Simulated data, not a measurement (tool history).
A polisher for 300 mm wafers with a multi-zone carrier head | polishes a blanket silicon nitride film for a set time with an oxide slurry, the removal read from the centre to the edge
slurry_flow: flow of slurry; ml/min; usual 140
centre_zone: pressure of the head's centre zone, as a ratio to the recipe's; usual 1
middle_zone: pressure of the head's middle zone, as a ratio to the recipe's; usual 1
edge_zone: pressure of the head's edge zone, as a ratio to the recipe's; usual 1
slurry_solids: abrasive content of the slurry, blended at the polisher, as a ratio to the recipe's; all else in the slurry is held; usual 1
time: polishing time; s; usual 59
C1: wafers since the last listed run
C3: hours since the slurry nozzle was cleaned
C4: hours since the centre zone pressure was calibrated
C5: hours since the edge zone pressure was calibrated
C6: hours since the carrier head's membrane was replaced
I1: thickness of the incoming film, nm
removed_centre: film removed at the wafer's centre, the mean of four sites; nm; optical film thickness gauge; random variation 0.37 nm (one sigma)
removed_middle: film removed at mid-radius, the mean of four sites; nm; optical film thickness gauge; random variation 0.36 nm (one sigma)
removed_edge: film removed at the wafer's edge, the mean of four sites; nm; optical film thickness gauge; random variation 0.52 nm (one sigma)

run 1 day=0 | slurry_flow=140 centre_zone=0.92 middle_zone=0.93 edge_zone=1 slurry_solids=1 time=59 | C1=0 wafers_polished_on_this_pad=5868 C3=462.2 C4=1003.2 C5=208.1 C6=1596.9 | I1=343.3 | removed_centre=32.5 removed_middle=34 removed_edge=38.4
-- day=0.679 centre zone pressure recalibrated
run 2 day=2.058 | slurry_flow=140 centre_zone=0.95 middle_zone=0.96 edge_zone=1 slurry_solids=0.8 time=59 | C1=799 wafers_polished_on_this_pad=6668 C3=511.6 C4=33.1 C5=257.5 C6=1646.3 | I1=348.5 | removed_centre=28.7 removed_middle=29.9 removed_edge=32
run 3 day=3.908 | slurry_flow=140 centre_zone=1 middle_zone=0.92 edge_zone=1 slurry_solids=1 time=50 | C1=749 wafers_polished_on_this_pad=7417 C3=556 C4=77.5 C5=301.9 C6=1690.7 | I1=351.4 | removed_centre=29.6 removed_middle=27.4 removed_edge=31.6
-- day=4.208 slurry nozzle cleaned, repeated, since the last time left the tool worse
-- day=5.55 carrier head's membrane replaced by a new one
run 4 day=6.388 | slurry_flow=140 centre_zone=0.89 middle_zone=1 edge_zone=0.92 slurry_solids=0.85 time=77 | C1=902 wafers_polished_on_this_pad=8320 C3=52.3 C4=137 C5=361.4 C6=20.1 | I1=350.7 | removed_centre=46.5 removed_middle=50.4 removed_edge=48.7
-- day=7.188 worn pad replaced by a new one
run 5 day=8.554 | slurry_flow=165 centre_zone=1 middle_zone=1.08 edge_zone=1 slurry_solids=1 time=49 | C1=810 wafers_polished_on_this_pad=552 C3=104.3 C4=189 C5=413.4 C6=72.1 | I1=346.3 | removed_centre=37.9 removed_middle=39 removed_edge=35.5
run 6 day=15.508 | slurry_flow=100 centre_zone=1 middle_zone=1 edge_zone=1 slurry_solids=1 time=59 | C1=2816 wafers_polished_on_this_pad=3369 C3=271.2 C4=355.9 C5=580.3 C6=239 | I1=349.3 | removed_centre=39.1 removed_middle=39.2 removed_edge=38.7
run 7 day=17.3 | slurry_flow=140 centre_zone=1.04 middle_zone=1 edge_zone=1 slurry_solids=1 time=47 | C1=725 wafers_polished_on_this_pad=4095 C3=314.2 C4=398.9 C5=623.3 C6=282 | I1=345.9 | removed_centre=35.4 removed_middle=33.5 removed_edge=33.8
run 8 day=19.162 | slurry_flow=140 centre_zone=0.93 middle_zone=1 edge_zone=1 slurry_solids=1.2 time=59 | C1=754 wafers_polished_on_this_pad=4849 C3=358.9 C4=443.6 C5=668 C6=326.7 | I1=344.8 | removed_centre=43.4 removed_middle=46.2 removed_edge=46
-- day=19.412 edge zone pressure recalibrated
run 9 day=20.679 | slurry_flow=140 centre_zone=1 middle_zone=1 edge_zone=1 slurry_solids=1 time=59 | C1=580 wafers_polished_on_this_pad=5430 C3=395.3 C4=480 C5=30.4 C6=363.1 | I1=350.8 | removed_centre=42.7 removed_middle=42.5 removed_edge=42
run 10 day=22.746 | slurry_flow=155 centre_zone=0.9 middle_zone=1.09 edge_zone=1 slurry_solids=1 time=59 | C1=837 wafers_polished_on_this_pad=6267 C3=444.9 C4=529.6 C5=80 C6=412.7 | I1=348.6 | removed_centre=38.9 removed_middle=46.5 removed_edge=42
run 11 day=23.996 | slurry_flow=140 centre_zone=1 middle_zone=1.1 edge_zone=1 slurry_solids=1 time=59 | C1=506 wafers_polished_on_this_pad=6773 C3=474.9 C4=559.6 C5=110 C6=442.7 | I1=350.6 | removed_centre=42.2 removed_middle=45.5 removed_edge=42.1
run 12 day=26.579 | slurry_flow=140 centre_zone=1 middle_zone=1 edge_zone=1 slurry_solids=1 time=59 | C1=1046 wafers_polished_on_this_pad=7819 C3=536.9 C4=621.6 C5=172 C6=504.7 | I1=343.6 | removed_centre=41.8 removed_middle=41.9 removed_edge=41.2
-- day=27.2 worn pad replaced by a new one
-- day=27.671 slurry nozzle cleaned
run 13 day=29.433 | slurry_flow=90 centre_zone=1 middle_zone=1 edge_zone=1 slurry_solids=0.7 time=43 | C1=1071 wafers_polished_on_this_pad=887 C3=42.3 C4=690.1 C5=240.5 C6=573.2 | I1=348 | removed_centre=22.4 removed_middle=22.1 removed_edge=23.1
run 14 day=30.554 | slurry_flow=140 centre_zone=1 middle_zone=1 edge_zone=0.92 slurry_solids=0.9 time=59 | C1=453 wafers_polished_on_this_pad=1341 C3=69.2 C4=717 C5=267.4 C6=600.1 | I1=354.2 | removed_centre=41.2 removed_middle=40.5 removed_edge=37.6
run 15 day=33.508 | slurry_flow=140 centre_zone=1 middle_zone=1 edge_zone=1 slurry_solids=1 time=59 | C1=1196 wafers_polished_on_this_pad=2537 C3=140.1 C4=787.9 C5=338.3 C6=671 | I1=356.3 | removed_centre=43.4 removed_middle=43.2 removed_edge=41.8
run 16 day=35.121 | slurry_flow=140 centre_zone=1.07 middle_zone=1 edge_zone=1 slurry_solids=0.8 time=59 | C1=653 wafers_polished_on_this_pad=3190 C3=178.8 C4=826.6 C5=377 C6=709.7 | I1=347.3 | removed_centre=40.8 removed_middle=37 removed_edge=36.9
run 17 day=36.996 | slurry_flow=190 centre_zone=0.97 middle_zone=0.97 edge_zone=1 slurry_solids=1 time=38 | C1=759 wafers_polished_on_this_pad=3950 C3=223.8 C4=871.6 C5=422 C6=754.7 | I1=344.9 | removed_centre=28.8 removed_middle=28.2 removed_edge=28.9
run 18 day=39.633 | slurry_flow=180 centre_zone=1 middle_zone=1 edge_zone=1 slurry_solids=1 time=41 | C1=1068 wafers_polished_on_this_pad=5018 C3=287.1 C4=934.9 C5=485.3 C6=818 | I1=353.2 | removed_centre=31.7 removed_middle=31.1 removed_edge=30.5
run 19 day=42.038 | slurry_flow=180 centre_zone=0.97 middle_zone=1.08 edge_zone=1 slurry_solids=1 time=59 | C1=973 wafers_polished_on_this_pad=5992 C3=344.8 C4=992.6 C5=543 C6=875.7 | I1=347.8 | removed_centre=44.3 removed_middle=47.5 removed_edge=44.2
-- day=45.658 centre zone pressure recalibrated
run 20 day=45.679 | slurry_flow=140 centre_zone=1.12 middle_zone=1.08 edge_zone=1.12 slurry_solids=1 time=45 | C1=1441 wafers_polished_on_this_pad=7433 C3=432.2 C4=0.5 C5=630.4 C6=963.1 | I1=354.9 | removed_centre=36.4 removed_middle=34.1 removed_edge=33.4
run 21 day=46.988 | slurry_flow=140 centre_zone=0.95 middle_zone=0.92 edge_zone=1 slurry_solids=1.2 time=59 | C1=529 wafers_polished_on_this_pad=7963 C3=463.6 C4=31.9 C5=661.8 C6=994.5 | I1=348.7 | removed_centre=44.1 removed_middle=43 removed_edge=46.3

The same runs without the tool's hidden state, with the same run-to-run variation:
The hidden state here: removal rate lost through wear of the pad, %; slurry flow missing at the pad, %; deviation of the centre zone's pressure from its setpoint, %; deviation of the edge zone's pressure from its setpoint, %.
run=1 removed_centre=40.5 removed_middle=41.1 removed_edge=43.7
run=2 removed_centre=36.4 removed_middle=36.7 removed_edge=36.7
run=3 removed_centre=38.1 removed_middle=34 removed_edge=36.6
run=4 removed_centre=46.9 removed_middle=50.8 removed_edge=49
run=5 removed_centre=38.3 removed_middle=39.3 removed_edge=35.8
run=6 removed_centre=40.7 removed_middle=40.6 removed_edge=39.6
run=7 removed_centre=36.6 removed_middle=34.5 removed_edge=34.5
run=8 removed_centre=45.1 removed_middle=47.8 removed_edge=47.1
run=9 removed_centre=44.5 removed_middle=44.1 removed_edge=43.1
run=10 removed_centre=40.7 removed_middle=48.3 removed_edge=43.2
run=11 removed_centre=44.4 removed_middle=47.6 removed_edge=43.4
run=12 removed_centre=44.4 removed_middle=44.2 removed_edge=42.7
run=13 removed_centre=22.6 removed_middle=22.2 removed_edge=23.2
run=14 removed_centre=41.5 removed_middle=40.7 removed_edge=37.8
run=15 removed_centre=44 removed_middle=43.6 removed_edge=42.2
run=16 removed_centre=41.5 removed_middle=37.5 removed_edge=37.3
run=17 removed_centre=29.3 removed_middle=28.6 removed_edge=29.2
run=18 removed_centre=32.4 removed_middle=31.7 removed_edge=31
run=19 removed_centre=45.4 removed_middle=48.5 removed_edge=44.9
run=20 removed_centre=38 removed_middle=35.4 removed_edge=34.3
run=21 removed_centre=46.2 removed_middle=44.8 removed_edge=47.7

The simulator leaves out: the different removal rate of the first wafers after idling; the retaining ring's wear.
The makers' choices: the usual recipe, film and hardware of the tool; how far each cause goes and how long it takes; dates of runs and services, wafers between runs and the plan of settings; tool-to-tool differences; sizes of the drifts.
